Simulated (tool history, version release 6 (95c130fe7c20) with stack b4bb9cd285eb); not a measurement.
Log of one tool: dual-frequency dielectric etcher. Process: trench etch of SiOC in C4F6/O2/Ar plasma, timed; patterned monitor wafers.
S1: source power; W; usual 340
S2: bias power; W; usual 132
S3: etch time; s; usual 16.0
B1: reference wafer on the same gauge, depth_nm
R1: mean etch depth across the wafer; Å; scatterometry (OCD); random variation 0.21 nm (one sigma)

{"run": 1, "hour": 0.0, "S1": 380, "S2": 132, "S3": 16.0, "B1": 33.42, "R1": 314.1}
{"run": 2, "hour": 44.8, "S1": 380, "S2": 132, "S3": 16.0, "B1": 33.42, "R1": 310.8}
{"run": 3, "hour": 268.1, "S1": 380, "S2": 132, "S3": 16.0, "B1": 33.4, "R1": 305.7}
{"run": 4, "hour": 314.0, "S1": 340, "S2": 109, "S3": 18.0, "B1": 33.38, "R1": 307.7}
{"run": 5, "hour": 363.9, "S1": 340, "S2": 132, "S3": 19.0, "B1": 33.4, "R1": 347.7}
{"run": 6, "hour": 435.4, "S1": 340, "S2": 132, "S3": 19.0, "B1": 33.44, "R1": 342.3}
{"run": 7, "hour": 483.8, "S1": 340, "S2": 132, "S3": 16.0, "B1": 33.41, "R1": 288.7}
{"run": 8, "hour": 582.8, "S1": 340, "S2": 132, "S3": 16.0, "B1": 33.38, "R1": 299.6}
{"run": 9, "hour": 638.1, "S1": 340, "S2": 132, "S3": 16.0, "B1": 33.41, "R1": 291.9}
{"run": 10, "hour": 720.8, "S1": 340, "S2": 132, "S3": 16.0, "B1": 33.42, "R1": 294.2}
{"run": 11, "hour": 793.0, "S1": 340, "S2": 132, "S3": 19.5, "B1": 33.41, "R1": 362.9}
{"run": 12, "hour": 872.2, "S1": 340, "S2": 132, "S3": 16.0, "B1": 33.4, "R1": 290.7}
{"run": 13, "hour": 958.2, "S1": 260, "S2": 121, "S3": 16.0, "B1": 33.37, "R1": 235.7}
{"run": 14, "hour": 995.4, "S1": 280, "S2": 112, "S3": 18.5, "B1": 33.42, "R1": 272.5}
{"run": 15, "hour": 1051.6, "S1": 340, "S2": 115, "S3": 16.0, "B1": 33.44, "R1": 263.4}
{"run": 16, "hour": 1121.5, "S1": 320, "S2": 117, "S3": 16.0, "B1": 33.39, "R1": 253.0}
{"run": 17, "hour": 1179.0, "S1": 340, "S2": 132, "S3": 16.0, "B1": 33.39, "R1": 297.7}
{"run": 18, "hour": 1211.9, "S1": 320, "S2": 148, "S3": 11.5, "B1": 33.42, "R1": 222.8}
{"run": 19, "hour": 1282.7, "S1": 340, "S2": 100, "S3": 16.0, "B1": 33.42, "R1": 256.4}
{"run": 20, "hour": 1330.8, "S1": 280, "S2": 104, "S3": 14.5, "B1": 33.42, "R1": 211.6}

Not shown: 7 entries that the log had between the listed runs. Between which runs, and how does the tool's hidden state differ before and after?
Between runs 6 and 7: gauge calibrated (hour 445.3)
  etch rate over this chamber's usual, %: -4.67 -> -5.1
  measured less the result without the state, R1: -16.8 -> -15.5 Å
Between runs 7 and 8: wet clean of the chamber (hour 531.0)
  etch rate over this chamber's usual, %: -5.1 -> -1.46
  measured less the result without the state, R1: -15.5 -> -4.5 Å
Between runs 10 and 11: upper electrode replaced, of another model than before (hour 771.9)
  etch rate over this chamber's usual, %: -2.69 -> -3.34
  measured less the result without the state, R1: -8.1 -> -12.5 Å
Between runs 11 and 12: source power generator calibrated (hour 854.7); bias power generator calibrated (hour 871.7)
  etch rate over this chamber's usual, %: -3.34 -> -4.05
  measured less the result without the state, R1: -12.5 -> -12.3 Å
Between runs 16 and 17: gauge calibrated (hour 1174.0); wet clean of the chamber (hour 1178.5)
  etch rate over this chamber's usual, %: -6.27 -> -0.446
  measured less the result without the state, R1: -16.9 -> -1.4 Å
